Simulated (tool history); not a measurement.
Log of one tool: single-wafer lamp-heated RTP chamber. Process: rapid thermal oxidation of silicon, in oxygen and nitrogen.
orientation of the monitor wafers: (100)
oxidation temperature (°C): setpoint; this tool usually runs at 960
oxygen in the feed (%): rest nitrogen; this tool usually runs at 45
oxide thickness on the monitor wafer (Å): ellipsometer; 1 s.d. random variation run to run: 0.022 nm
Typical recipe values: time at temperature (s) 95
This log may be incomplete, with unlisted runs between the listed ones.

| run | hour | oxidation temperature (°C) | time at temperature (s) | oxygen in the feed (%) | wafers since the last listed run | wafers since the last pyrometer calibration | hours since the oxygen flow controller was replaced | hours since the gauge calibration | read-back reference wafer on the same gauge, thickness | oxide thickness on the monitor wafer (Å) |
|---|---|---|---|---|---|---|---|---|---|---|
| 1 | 0.0 | 960 | 131 | 45 | 0 | 1459 | 4098.6 | 172.1 | 4.436 | 43.75 |
| 2 | 43.1 | 960 | 131 | 45 | 425 | 1885 | 4141.7 | 215.2 | 4.426 | 43.41 |
| 3 | 102.8 | 970 | 95 | 45 | 589 | 2474 | 4201.4 | 274.9 | 4.416 | 41.23 |
| 4 | 155.8 | 960 | 95 | 45 | 523 | 2998 | 4254.4 | 327.9 | 4.414 | 37.98 |
| 5 | 211.1 | 960 | 95 | 45 | 546 | 3544 | 4309.7 | 383.2 | 4.406 | 38.07 |
| 6 | 292.7 | 960 | 95 | 45 | 806 | 4350 | 4391.3 | 464.8 | 4.402 | 38.23 |
|  | 334.5 | oxygen flow controller replaced |
| 7 | 346.1 | 960 | 95 | 45 | 448 | 4798 | 11.6 | 518.2 | 4.402 | 38.20 |
|  | 393.7 | pyrometer window cleaned and pyrometer calibrated |
|  | 405.7 | gauge calibrated |
| 8 | 410.6 | 969 | 95 | 20 | 558 | 166 | 76.1 | 4.9 | 4.505 | 33.19 |
| 9 | 438.6 | 960 | 128 | 45 | 276 | 443 | 104.1 | 32.9 | 4.498 | 44.24 |
| 10 | 509.0 | 972 | 133 | 74 | 695 | 1138 | 174.5 | 103.3 | 4.467 | 57.52 |
| 11 | 540.4 | 960 | 95 | 45 | 310 | 1449 | 205.9 | 134.7 | 4.450 | 38.90 |

Expected results for the next run?
| 12 | 607.8 | 932 | 132 | 45 | 665 | 2114 | 273.3 | 202.1 | ? | ? |

read-back reference wafer on the same gauge, thickness: 4.444
oxide thickness on the monitor wafer (Å): 36.25
The same run, on a tool lacking any hidden state, would have yielded oxide thickness on the monitor wafer (Å) 36.92.

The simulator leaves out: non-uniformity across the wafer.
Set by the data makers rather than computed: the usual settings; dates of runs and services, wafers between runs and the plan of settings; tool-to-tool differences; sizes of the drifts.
